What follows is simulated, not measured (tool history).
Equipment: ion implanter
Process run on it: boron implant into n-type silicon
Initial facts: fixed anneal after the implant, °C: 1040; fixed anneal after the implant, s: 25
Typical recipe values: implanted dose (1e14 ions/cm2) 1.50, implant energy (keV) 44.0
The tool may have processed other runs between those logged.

run	hour	implanted dose (1e14 ions/cm2)	implant energy (keV)	wafers since the last listed run	hours since the last dose calibration	hours since the extraction supply was calibrated	hours since the gauge calibration	read-back reference wafer on the same gauge, sheet resistance	sheet resistance of the implanted and annealed layer (ohm/square)
1	0.0	1.50	44.0	0	812.8	4457.3	191.8	559.30	528.81
2	19.8	1.50	44.0	212	832.6	4477.1	211.6	561.00	528.51
3	45.0	1.50	40.5	270	857.8	4502.3	236.8	560.44	537.74
4	67.7	1.50	34.0	243	880.5	4525.0	259.5	559.33	549.74
5	81.6	1.50	34.0	149	894.4	4538.9	273.4	560.66	553.60
6	148.5	1.50	34.0	718	961.3	4605.8	340.3	559.89	553.87
7	173.9	1.50	39.5	272	986.7	4631.2	365.7	560.03	542.41
8	187.5	1.50	39.5	146	1000.3	4644.8	379.3	559.31	543.31
9	206.6	1.50	39.5	205	1019.4	4663.9	398.4	559.97	543.78
10	229.4	1.50	35.0	244	1042.2	4686.7	421.2	559.35	557.44
11	262.6	1.50	35.0	356	1075.4	4719.9	454.4	558.82	555.62
12	293.6	1.50	37.5	332	1106.4	4750.9	485.4	560.27	548.56
# hour 304.0: extraction supply calibrated
13	307.3	1.50	37.5	61	1120.1	3.3	499.1	560.80	549.92
14	328.5	1.50	37.5	227	1141.3	24.5	520.3	558.90	548.53
15	360.8	1.14	36.5	346	1173.6	56.8	552.6	559.76	668.23
16	386.5	1.33	33.0	275	1199.3	82.5	578.3	559.60	613.90
17	398.6	1.50	52.5	129	1211.4	94.6	590.4	560.53	520.75
18	416.9	1.50	33.5	196	1229.7	112.9	608.7	559.58	559.20
19	442.9	1.50	49.5	279	1255.7	138.9	634.7	559.89	528.61
20	476.5	1.94	49.5	360	1289.3	172.5	668.3	559.91	436.37
21	497.6	1.50	44.0	226	1310.4	193.6	689.4	559.67	538.15
22	529.3	1.50	44.0	340	1342.1	225.3	721.1	560.66	539.24
23	551.5	1.17	44.0	238	1364.3	247.5	743.3	559.07	640.96
# hour 562.3: Faraday cup replaced and dose calibrated
24	585.4	1.50	34.0	278	23.1	281.4	777.2	560.45	547.06
25	618.0	1.50	39.0	349	55.7	314.0	809.8	559.94	533.01
26	636.6	1.72	37.5	199	74.3	332.6	828.4	560.61	483.38
# hour 651.2: gauge calibrated
27	662.3	1.74	35.0	275	100.0	358.3	11.1	560.56	485.58
28	766.5	1.50	44.0	1118	204.2	462.5	115.3	560.69	523.28
29	787.0	1.69	57.5	220	224.7	483.0	135.8	560.29	459.45
30	803.7	1.50	44.0	179	241.4	499.7	152.5	559.89	524.16
31	836.7	1.68	52.5	354	274.4	532.7	185.5	560.04	469.50
32	867.5	1.50	32.0	330	305.2	563.5	216.3	558.87	556.17
33	890.8	1.88	44.0	250	328.5	586.8	239.6	561.40	444.38
34	904.5	1.87	37.5	147	342.2	600.5	253.3	560.36	457.01
35	936.7	1.50	44.0	345	374.4	632.7	285.5	560.40	523.67
36	965.4	1.73	49.5	308	403.1	661.4	314.2	560.25	467.89
37	984.2	1.38	40.0	201	421.9	680.2	333.0	558.76	567.58
38	1018.8	1.78	51.0	371	456.5	714.8	367.6	560.68	449.75

How the hidden state differs across the entries between the runs, from the last listed run before each to the first after it:
In the gap between runs 12 and 13: extraction supply calibrated (hour 304.0)
  deviation of the true dose from the Faraday cup's reading, %: -3.2 -> -3.28
  what was measured, less what the result would be without the hidden state, sheet resistance of the implanted and annealed layer (ohm/square): +13.13 -> +13.47
In the gap between runs 23 and 24: Faraday cup replaced and dose calibrated (hour 562.3)
  deviation of the true dose from the Faraday cup's reading, %: -4.82 -> -0.521
  what was measured, less what the result would be without the hidden state, sheet resistance of the implanted and annealed layer (ohm/square): +22.13 -> +2.15
In the gap between runs 26 and 27: gauge calibrated (hour 651.2)
  deviation of the true dose from the Faraday cup's reading, %: -0.533 -> -0.545
  what was measured, less what the result would be without the hidden state, sheet resistance of the implanted and annealed layer (ohm/square): +1.96 -> +2.02

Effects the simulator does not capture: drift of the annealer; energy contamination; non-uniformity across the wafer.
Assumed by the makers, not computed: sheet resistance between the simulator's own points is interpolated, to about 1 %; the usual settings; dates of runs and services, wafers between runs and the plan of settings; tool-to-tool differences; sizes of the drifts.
